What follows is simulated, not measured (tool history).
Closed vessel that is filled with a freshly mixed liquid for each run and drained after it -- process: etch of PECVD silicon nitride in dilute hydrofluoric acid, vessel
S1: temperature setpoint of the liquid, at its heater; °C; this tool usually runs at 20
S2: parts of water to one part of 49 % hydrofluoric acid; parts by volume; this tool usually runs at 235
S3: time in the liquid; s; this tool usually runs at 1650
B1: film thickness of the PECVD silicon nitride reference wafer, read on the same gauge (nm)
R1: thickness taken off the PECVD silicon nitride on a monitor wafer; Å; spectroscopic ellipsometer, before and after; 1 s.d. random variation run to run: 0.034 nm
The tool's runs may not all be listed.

run,hour,S1,S2,S3,B1,R1
1,0,20,235,1270,60.04,80.1
2,33.3,20,235,1270,60.01,80.6
3,69.2,20,235,1270,60.02,80.4
4,106.4,20,235,1650,60.01,104.6
5,152.6,20,235,1650,59.99,104.8
6,276.1,20,235,1650,60,103.8
7,300.4,20,235,1650,60.01,104.2
8,333.8,20,235,1650,60.02,104.4
9,404.3,20,235,1110,60.01,70
10,472.9,20,235,1110,60,69.7
11,510.3,20,235,1110,59.98,69.3
12,717,20,145,1085,60.01,108.4
# hour 732.5: hydrofluoric acid flow meter replaced
13,747.6,20,235,980,60.04,63.7
14,787.1,20,235,1650,59.99,106.8
15,830.4,20,235,1650,60.02,107
16,886.1,17,165,1650,59.98,122.5
17,944.7,23,155,1650,59.99,194.2
18,993.7,21.5,275,1925,60,117.3
# hour 1094.7: thermometer replaced
19,1128.1,20,235,1650,59.94,103.5
20,1177.5,18.5,320,1650,59.99,69.6
21,1229.4,20,140,2595,59.98,266.1
# hour 1265.3: gauge calibrated
22,1268.7,17,180,745,60.03,49
23,1301.9,20,235,1650,59.99,103
24,1366.5,20,235,1650,60.02,102.1
25,1418.2,17,340,1650,60,59.6
26,1443.5,20,345,1650,60.01,70.6
27,1480.1,20,235,1650,59.95,102.5
28,1536,20,235,1110,60,68.6
29,1607.9,20,235,1650,60.06,102.1
30,1647.6,22,345,1020,60,49.1
31,1692.9,20,165,1650,60.01,144.2

Each row is a separate what-if for the run after 31, all from the same tool condition, not one after another. Results?
A,1694,22,235,1650,?,?
B,1694,17,330,2415,?,?
C,1694,20,155,1650,?,?
D,1694,20,130,2115,?,?

run,B1,R1
A,59.95,115.9
B,59.95,88.8
C,59.95,152.8
D,59.95,232.4
Stripped of hidden state, with their random variation kept, the same runs would have yielded:
run,R1
A,119.3
B,91.3
C,157.2
D,239.1
